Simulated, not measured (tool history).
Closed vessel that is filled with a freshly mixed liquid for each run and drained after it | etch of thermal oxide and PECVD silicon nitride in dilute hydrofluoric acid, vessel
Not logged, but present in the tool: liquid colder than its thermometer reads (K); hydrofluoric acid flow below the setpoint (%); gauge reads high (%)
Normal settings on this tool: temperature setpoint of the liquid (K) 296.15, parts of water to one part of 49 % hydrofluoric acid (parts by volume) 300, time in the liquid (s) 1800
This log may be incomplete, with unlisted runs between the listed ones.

run	hour	temperature setpoint of the liquid (K)	parts of water to one part of 49 % hydrofluoric acid (parts by volume)	time in the liquid (s)	wafers since the last listed run	hours since the thermometer was replaced	hours since the hydrofluoric acid flow meter was replaced	hours since the gauge calibration	read-back film thickness of the thermal oxide reference wafer, read on the same gauge (nm)	read-back film thickness of the PECVD silicon nitride reference wafer, read on the same gauge (nm)	thickness taken off the thermal oxide on a monitor wafer (angstrom)	thickness taken off the PECVD silicon nitride on a monitor wafer (angstrom)
1	0.0	296.15	375	1800	0	2017.0	8.3	696.9	39.99	70.01	151.8	147.7
2	15.3	296.15	300	1800	388	2032.3	23.6	712.2	39.99	69.99	200.5	183.0
3	34.8	296.15	300	1800	495	2051.8	43.1	731.7	40.00	70.06	203.1	182.1
# hour 50.4: thermometer replaced
4	70.1	296.15	300	1800	871	19.7	78.4	767.0	40.01	69.96	215.6	204.3
5	97.0	296.15	300	1800	683	46.6	105.3	793.9	40.00	69.99	213.6	204.1
# hour 107.0: gauge calibrated
6	109.2	292.65	190	2355	309	58.8	117.5	2.2	40.00	70.00	429.7	333.8
7	138.3	296.15	300	1800	739	87.9	146.6	31.3	39.99	69.95	212.9	203.3
8	166.2	296.15	300	1800	708	115.8	174.5	59.2	39.98	70.01	213.8	202.4
9	193.2	291.65	170	1495	685	142.8	201.5	86.2	40.01	69.96	297.3	217.3
10	217.1	292.65	300	905	606	166.7	225.4	110.1	40.01	69.97	94.4	81.6
11	235.3	296.15	300	1800	462	184.9	243.6	128.3	40.00	69.99	213.4	204.1
12	247.9	298.65	230	1800	319	197.5	256.2	140.9	40.00	69.98	326.0	307.5
13	268.4	292.65	300	905	520	218.0	276.7	161.4	40.02	70.02	94.7	81.7
14	291.7	296.15	300	2355	591	241.3	300.0	184.7	40.00	70.03	278.7	264.4
15	324.7	300.65	300	1800	838	274.3	333.0	217.7	40.02	70.05	249.9	265.4
16	342.4	291.15	340	1800	449	292.0	350.7	235.4	39.99	69.97	151.5	130.1
17	366.1	300.15	205	1165	601	315.7	374.4	259.1	40.01	69.98	257.4	243.5
18	396.5	300.15	300	800	772	346.1	404.8	289.5	40.01	70.01	108.3	114.0
19	419.4	301.15	155	1800	581	369.0	427.7	312.4	40.00	69.99	578.0	529.6
20	444.7	296.15	300	2755	642	394.3	453.0	337.7	40.00	70.01	324.4	306.4
21	470.3	296.15	300	1800	650	419.9	478.6	363.3	40.00	69.98	210.9	198.3
22	499.5	296.15	300	1025	741	449.1	507.8	392.5	39.99	70.02	120.9	113.8
23	515.7	293.65	215	2430	411	465.3	524.0	408.7	40.00	70.01	392.7	316.4
24	537.4	296.15	300	1800	551	487.0	545.7	430.4	39.98	69.99	210.8	199.6
25	559.0	296.15	300	1800	548	508.6	567.3	452.0	40.00	70.01	212.5	198.5
26	575.2	296.15	300	1800	411	524.8	583.5	468.2	39.99	70.03	213.6	198.7

Forecast each of these 4 alternatives for the next run:
A	576.3	296.15	300	1800	27	525.9	584.6	469.3	?	?	?	?
B	576.3	296.15	200	1030	27	525.9	584.6	469.3	?	?	?	?
C	576.3	294.65	420	2720	27	525.9	584.6	469.3	?	?	?	?
D	576.3	299.65	425	1295	27	525.9	584.6	469.3	?	?	?	?

run	read-back film thickness of the thermal oxide reference wafer, read on the same gauge (nm)	read-back film thickness of the PECVD silicon nitride reference wafer, read on the same gauge (nm)	thickness taken off the thermal oxide on a monitor wafer (angstrom)	thickness taken off the PECVD silicon nitride on a monitor wafer (angstrom)
A	40.00	69.97	211.0	199.6
B	40.00	69.97	199.8	170.0
C	40.00	69.97	194.6	198.2
D	40.00	69.97	107.4	125.5
Take away the tool's hidden state, keep each run's random variation, and the runs would have read:
run	thickness taken off the thermal oxide on a monitor wafer (angstrom)	thickness taken off the PECVD silicon nitride on a monitor wafer (angstrom)
A	217.5	210.5
B	206.3	179.6
C	200.3	208.9
D	110.4	131.8

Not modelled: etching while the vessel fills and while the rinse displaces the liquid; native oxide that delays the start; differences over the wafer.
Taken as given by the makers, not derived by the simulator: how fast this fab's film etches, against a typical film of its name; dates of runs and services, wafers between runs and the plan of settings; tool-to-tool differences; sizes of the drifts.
